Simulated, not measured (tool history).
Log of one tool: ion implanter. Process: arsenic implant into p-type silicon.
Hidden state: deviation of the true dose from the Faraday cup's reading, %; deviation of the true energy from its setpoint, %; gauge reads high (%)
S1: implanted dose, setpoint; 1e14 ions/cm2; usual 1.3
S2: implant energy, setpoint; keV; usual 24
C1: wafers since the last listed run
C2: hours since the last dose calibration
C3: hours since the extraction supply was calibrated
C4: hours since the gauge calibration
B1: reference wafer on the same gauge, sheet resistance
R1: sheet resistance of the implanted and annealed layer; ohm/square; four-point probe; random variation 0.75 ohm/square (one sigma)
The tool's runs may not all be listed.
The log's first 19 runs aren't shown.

run	day	S1	S2	C1	C2	C3	C4	B1	R1
20	9.762	1.3	24	432	877.2	29.7	220.2	510.15	490.13
21	10.096	1.54	15.5	314	885.2	37.7	228.2	510.12	463.74
22	10.404	1.62	26.5	290	892.6	45.1	235.6	509.98	411.94
23	10.854	1.44	24	424	903.4	55.9	246.4	510.25	454.62
24	11.538	1.3	24	644	919.8	72.3	262.8	510.34	489.74
# day 12.192: Faraday cup replaced and dose calibrated
25	12.212	1.3	24	322	0.5	88.5	279	509.89	500.17
26	12.533	1.08	16.5	302	8.2	96.2	286.7	510.12	605.37
27	12.812	1.58	17	263	14.9	102.9	293.4	509.94	457.74
28	13.375	1.5	30.5	530	28.4	116.4	306.9	510.45	433.52
29	13.892	1.09	20.5	487	40.8	128.8	319.3	510.11	580.89

Forecast run 30:
# day 14.012: gauge calibrated
30	14.642	1.3	24	707	58.8	146.8	15.1	?	?

B1: 509.98
R1: 498.73 ohm/square
Without the tool's hidden state the same run would have given R1 499.06 ohm/square.
